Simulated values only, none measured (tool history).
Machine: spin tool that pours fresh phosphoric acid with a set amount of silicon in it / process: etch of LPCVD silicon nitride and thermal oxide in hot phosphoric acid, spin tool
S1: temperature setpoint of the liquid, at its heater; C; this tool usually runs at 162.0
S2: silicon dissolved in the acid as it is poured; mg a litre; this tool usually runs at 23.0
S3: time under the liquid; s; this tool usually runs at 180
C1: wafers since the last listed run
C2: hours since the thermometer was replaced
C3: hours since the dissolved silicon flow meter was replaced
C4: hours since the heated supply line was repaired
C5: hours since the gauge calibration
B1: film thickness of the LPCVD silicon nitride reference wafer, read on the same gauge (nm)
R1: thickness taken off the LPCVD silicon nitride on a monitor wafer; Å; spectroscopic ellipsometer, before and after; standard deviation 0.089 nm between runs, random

Run 1, day 0.000: usual settings; C1 0; C2 2537.6; C3 37.5; C4 3286.4; C5 197.5; B1 40.02. Result: R1 150.7 Å.
Run 2, day 2.392: usual settings; C1 550; C2 2595.0; C3 94.9; C4 3343.8; C5 254.9; B1 39.98. Result: R1 151.9 Å.
Run 3, day 5.142: usual settings; C1 632; C2 2661.0; C3 160.9; C4 3409.8; C5 320.9; B1 40.01. Result: R1 151.3 Å.
Run 4, day 7.617: usual settings; C1 569; C2 2720.4; C3 220.3; C4 3469.2; C5 380.3; B1 39.98. Result: R1 151.5 Å.
Run 5, day 9.562: usual settings but S2 13.0 mg a litre; C1 447; C2 2767.1; C3 267.0; C4 3515.9; C5 427.0; B1 40.01. Result: R1 149.7 Å.
Run 6, day 10.821: usual settings; C1 289; C2 2797.3; C3 297.2; C4 3546.1; C5 457.2; B1 39.99. Result: R1 150.2 Å.
Run 7, day 12.767: usual settings; C1 447; C2 2844.0; C3 343.9; C4 3592.8; C5 503.9; B1 40.01. Result: R1 150.7 Å.
At day 13.183: thermometer replaced.
Run 8, day 14.483: usual settings but S1 161.0 C, S3 120 s; C1 385; C2 31.2; C3 385.1; C4 3634.0; C5 545.1; B1 40.00. Result: R1 97.0 Å.
Run 9, day 17.288: usual settings but S1 161.0 C, S3 120 s; C1 645; C2 98.5; C3 452.4; C4 3701.3; C5 612.4; B1 40.02. Result: R1 96.6 Å.
At day 18.146: gauge calibrated.
Run 10, day 19.942: usual settings; C1 610; C2 162.2; C3 516.1; C4 3765.0; C5 43.1; B1 40.03. Result: R1 149.0 Å.
Run 11, day 22.700: usual settings but S1 163.5 C; C1 634; C2 228.4; C3 582.3; C4 3831.2; C5 109.3; B1 40.03. Result: R1 157.1 Å.
At day 26.483: heated supply line repaired.
Run 12, day 28.354: usual settings; C1 1291; C2 364.1; C3 718.0; C4 44.9; C5 245.0; B1 40.00. Result: R1 137.1 Å.
Run 13, day 29.712: usual settings but S1 164.0 C; C1 312; C2 396.7; C3 750.6; C4 77.5; C5 277.6; B1 40.02. Result: R1 147.5 Å.
Run 14, day 30.950: usual settings but S3 210 s; C1 284; C2 426.4; C3 780.3; C4 107.2; C5 307.3; B1 40.00. Result: R1 161.5 Å.
At day 31.183: dissolved silicon flow meter replaced.
Run 15, day 31.950: usual settings; C1 220; C2 450.4; C3 18.4; C4 131.2; C5 331.3; B1 39.98. Result: R1 138.2 Å.
Run 16, day 33.250: usual settings but S1 164.0 C, S2 33.0 mg a litre, S3 250 s; C1 299; C2 481.6; C3 49.6; C4 162.4; C5 362.5; B1 39.97. Result: R1 205.2 Å.
At day 39.554: heated supply line repaired, repeated, since the last time left the tool worse.
Run 17, day 41.562: usual settings but S1 159.5 C, S3 225 s; C1 1903; C2 681.1; C3 249.1; C4 48.2; C5 562.0; B1 39.98. Result: R1 188.0 Å.
Run 18, day 44.417: usual settings; C1 656; C2 749.6; C3 317.6; C4 116.7; C5 630.5; B1 40.01. Result: R1 162.8 Å.
At day 44.675: gauge calibrated.
Run 19, day 45.988: usual settings; C1 361; C2 787.3; C3 355.3; C4 154.4; C5 31.5; B1 39.99. Result: R1 163.6 Å.
Run 20, day 48.712: usual settings but S1 163.5 C, S2 6.5 mg a litre; C1 627; C2 852.7; C3 420.7; C4 219.8; C5 96.9; B1 40.00. Result: R1 170.5 Å.
Run 21, day 50.404: usual settings but S3 120 s; C1 389; C2 893.3; C3 461.3; C4 260.4; C5 137.5; B1 39.99. Result: R1 107.2 Å.
Run 22, day 51.779: usual settings but S1 161.0 C, S2 37.0 mg a litre, S3 140 s; C1 316; C2 926.3; C3 494.3; C4 293.4; C5 170.5; B1 40.03. Result: R1 122.3 Å.

4 ways to go on from here, each from the tool as it stands after run 22. What would each give?
Run A, day 51.800: usual settings; C1 4; C2 926.8; C3 494.8; C4 293.9; C5 171.0; B1 ?. Result: R1 ?.
Run B, day 51.800: usual settings but S1 161.0 C, S3 145 s; C1 4; C2 926.8; C3 494.8; C4 293.9; C5 171.0; B1 ?. Result: R1 ?.
Run C, day 51.800: usual settings but S3 90 s; C1 4; C2 926.8; C3 494.8; C4 293.9; C5 171.0; B1 ?. Result: R1 ?.
Run D, day 51.800: usual settings but S2 28.5 mg a litre, S3 250 s; C1 4; C2 926.8; C3 494.8; C4 293.9; C5 171.0; B1 ?. Result: R1 ?.

run     B1     R1
  A  40.02  161.2
  B  40.02  125.6
  C  40.02   80.6
  D  40.02  223.8
Had the tool no hidden state, the same runs would have come out as:
run     R1
  A  163.1
  B  127.0
  C   81.5
  D  226.5

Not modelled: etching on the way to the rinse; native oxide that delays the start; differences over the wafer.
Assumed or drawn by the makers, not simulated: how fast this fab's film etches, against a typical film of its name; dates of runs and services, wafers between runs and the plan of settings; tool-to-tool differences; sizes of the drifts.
